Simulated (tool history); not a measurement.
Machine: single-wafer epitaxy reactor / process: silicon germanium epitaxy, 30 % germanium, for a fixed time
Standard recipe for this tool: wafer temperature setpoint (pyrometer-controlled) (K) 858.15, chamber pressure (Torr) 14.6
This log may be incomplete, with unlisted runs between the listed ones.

run     day  wafer temperature setpoint (pyrometer-controlled) (K)  chamber pressure (Torr)  read-back reference wafer on the same gauge, thickness_nm  mean film thickness on the monitor wafer (nm)
  1   0.000                                                 858.15                     14.6                                                     40.987                                         35.611
  2   1.979                                                 858.15                     14.6                                                     40.981                                         35.899
  3   5.708                                                 858.15                     16.4                                                     41.036                                         38.992
  4   9.825                                                 846.15                     14.6                                                     40.961                                         28.115
  5  12.496                                                 846.15                     14.6                                                     41.010                                         28.201
  6  14.558                                                 858.15                     17.5                                                     41.000                                         40.919
  7  16.362                                                 858.15                     17.5                                                     40.973                                         40.793
  8  28.162                                                 858.15                     17.5                                                     40.998                                         41.454
     28.688  -- capacitance manometer re-zeroed and calibrated
  9  30.812                                                 858.15                     14.6                                                     40.995                                         37.438
     31.321  -- gauge calibrated
 10  34.154                                                 858.15                     14.6                                                     40.930                                         37.295
 11  35.808                                                 858.15                     14.6                                                     40.958                                         37.327
     37.850  -- showerhead replaced
 12  39.192                                                 858.15                     14.6                                                     41.004                                         37.648
 13  40.950                                                 866.15                     14.6                                                     40.991                                         44.521
 14  43.683                                                 849.15                     12.5                                                     41.028                                         28.122
 15  48.125                                                 849.15                     12.4                                                     40.955                                         27.708
 16  50.433                                                 870.15                     12.0                                                     41.011                                         42.432
     52.808  -- pyrometer calibrated
 17  53.296                                                 858.15                     18.1                                                     40.981                                         40.194
 18  57.150                                                 873.15                     12.8                                                     41.057                                         45.549
 19  59.142                                                 849.15                     17.6                                                     41.009                                         33.210
 20  62.696                                                 852.15                     16.9                                                     40.997                                         34.947
 21  64.708                                                 858.15                     14.6                                                     40.981                                         36.329
 22  68.571                                                 858.15                     14.6                                                     41.028                                         37.014
 23  70.608                                                 845.15                     16.4                                                     40.997                                         29.798

Consider 3 possible next runs. They are alternatives, not a sequence: every one starts from the tool as it was left by run 23. What does each give?
  A  70.625                                                 858.15                     14.6                                                          ?                                              ?
  B  70.625                                                 864.15                     13.3                                                          ?                                              ?
  C  70.625                                                 870.15                     11.8                                                          ?                                              ?

run  read-back reference wafer on the same gauge, thickness_nm  mean film thickness on the monitor wafer (nm)
  A                                                     40.984                                         36.771
  B                                                     40.984                                         39.435
  C                                                     40.984                                         41.324
What these runs would have given with no unlogged condition in the tool:
run  mean film thickness on the monitor wafer (nm)
  A                                         35.008
  B                                         37.573
  C                                         39.402

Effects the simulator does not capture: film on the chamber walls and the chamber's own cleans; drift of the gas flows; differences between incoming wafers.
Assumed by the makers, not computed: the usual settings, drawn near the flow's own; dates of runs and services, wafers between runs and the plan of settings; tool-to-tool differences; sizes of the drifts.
